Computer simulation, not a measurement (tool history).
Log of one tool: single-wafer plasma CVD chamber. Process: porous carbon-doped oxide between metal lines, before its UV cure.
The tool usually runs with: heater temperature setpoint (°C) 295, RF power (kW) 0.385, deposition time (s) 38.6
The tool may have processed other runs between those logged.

run     day  heater temperature setpoint (°C)  RF power (kW)  deposition time (s)  read-back reference wafer on the same gauge, thickness_nm  mean film thickness on the monitor wafer (Å)
  1   0.000                               295          0.385                 38.6                                                    175.040                                       1823.49
  2   1.550                               295          0.385                 38.6                                                    175.058                                       1821.64
  3  13.667                               295          0.385                 38.6                                                    175.044                                       1801.25
  4  16.617                               295          0.385                 38.6                                                    175.129                                       1802.82
     19.200  -- thermocouple changed; heater temperature recalibrated
  5  20.942                               295          0.385                 38.6                                                    175.083                                       1858.62
  6  22.517                               295          0.385                 38.6                                                    174.912                                       1871.00
  7  25.842                               295          0.385                 38.6                                                    175.046                                       1858.91
  8  30.038                               295          0.430                 38.6                                                    175.006                                       2023.93
     31.688  -- RF generator calibrated
  9  34.342                               309          0.415                 43.8                                                    175.051                                       2072.15
 10  36.567                               307          0.445                 38.6                                                    175.123                                       1945.99

For run 11, what comes out?
     37.075  -- gauge calibrated
 11  39.483                               295          0.385                 38.6                                                          ?                                             ?

{"run 11": {"read-back reference wafer on the same gauge, thickness_nm": 174.968, "mean film thickness on the monitor wafer (Å)": 1859.61}}
Were there no unlogged condition in the tool, this run, its random variation unchanged, would have produced mean film thickness on the monitor wafer (Å) 1861.67.

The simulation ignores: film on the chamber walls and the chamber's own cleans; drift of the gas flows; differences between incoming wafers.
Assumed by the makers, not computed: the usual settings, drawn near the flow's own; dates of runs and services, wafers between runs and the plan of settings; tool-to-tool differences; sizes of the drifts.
